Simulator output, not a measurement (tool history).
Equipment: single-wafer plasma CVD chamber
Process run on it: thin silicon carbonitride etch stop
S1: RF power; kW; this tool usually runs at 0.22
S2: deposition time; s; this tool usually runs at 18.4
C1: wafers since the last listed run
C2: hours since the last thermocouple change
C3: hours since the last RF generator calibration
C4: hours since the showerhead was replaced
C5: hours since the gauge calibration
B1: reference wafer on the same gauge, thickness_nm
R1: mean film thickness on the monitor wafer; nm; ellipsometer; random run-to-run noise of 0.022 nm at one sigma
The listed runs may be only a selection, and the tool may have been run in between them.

run	hour	S1	S2	C1	C2	C3	C4	C5	B1	R1
1	0	0.19	18.4	0	516.7	1270.4	4811.7	102.5	11.594	9.844
2	29.1	0.19	18.4	408	545.8	1299.5	4840.8	131.6	11.607	9.85
3	59.7	0.22	18.4	429	576.4	1330.1	4871.4	162.2	11.61	10.395
4	123.1	0.22	18.4	890	639.8	1393.5	4934.8	225.6	11.599	10.355
5	185.3	0.22	18.4	873	702	1455.7	4997	287.8	11.593	10.37
6	222	0.22	18.4	515	738.7	1492.4	5033.7	324.5	11.597	10.351
7	350.7	0.22	18.4	1807	867.4	1621.1	5162.4	453.2	11.609	10.365
8	382.4	0.22	18.4	445	899.1	1652.8	5194.1	484.9	11.598	10.331
# hour 422.5: showerhead replaced
9	440.9	0.2	20.3	709	957.6	1711.3	18.4	543.4	11.602	11.046
10	489.7	0.21	16.5	685	1006.4	1760.1	67.2	592.2	11.606	9.078
11	611.5	0.25	21.1	1710	1128.2	1881.9	189	714	11.606	12.367
# hour 644.6: thermocouple changed; heater temperature recalibrated
12	652.9	0.255	15.4	468	8.3	1923.3	230.4	755.4	11.594	9.064
13	715.7	0.19	14.9	881	71.1	1986.1	293.2	818.2	11.606	7.887
14	755.1	0.25	17.1	553	110.5	2025.5	332.6	857.6	11.597	10.004
15	791.5	0.18	21.5	511	146.9	2061.9	369	894	11.597	11.077
# hour 854.1: gauge calibrated
# hour 858.2: RF generator calibrated
16	1002.5	0.21	18.4	2850	357.9	144.3	580	148.4	11.599	10.393
17	1033.3	0.22	18.4	432	388.7	175.1	610.8	179.2	11.594	10.496
18	1073	0.22	18.4	557	428.4	214.8	650.5	218.9	11.605	10.528
19	1107.8	0.23	20.3	488	463.2	249.6	685.3	253.7	11.598	11.845

5 options for the next run, each taken on its own from the tool as it stands now. Forecast them:
A	1108.2	0.22	18.4	5	463.6	250	685.7	254.1	?	?
B	1108.2	0.245	19.7	5	463.6	250	685.7	254.1	?	?
C	1108.2	0.175	17.3	5	463.6	250	685.7	254.1	?	?
D	1108.2	0.26	16.8	5	463.6	250	685.7	254.1	?	?
E	1108.2	0.255	18.4	5	463.6	250	685.7	254.1	?	?

run	B1	R1
A	11.603	10.538
B	11.603	11.733
C	11.603	9.085
D	11.603	10.221
E	11.603	11.117
What these runs would have given with no unlogged condition in the tool:
run	R1
A	10.583
B	11.783
C	9.123
D	10.264
E	11.164

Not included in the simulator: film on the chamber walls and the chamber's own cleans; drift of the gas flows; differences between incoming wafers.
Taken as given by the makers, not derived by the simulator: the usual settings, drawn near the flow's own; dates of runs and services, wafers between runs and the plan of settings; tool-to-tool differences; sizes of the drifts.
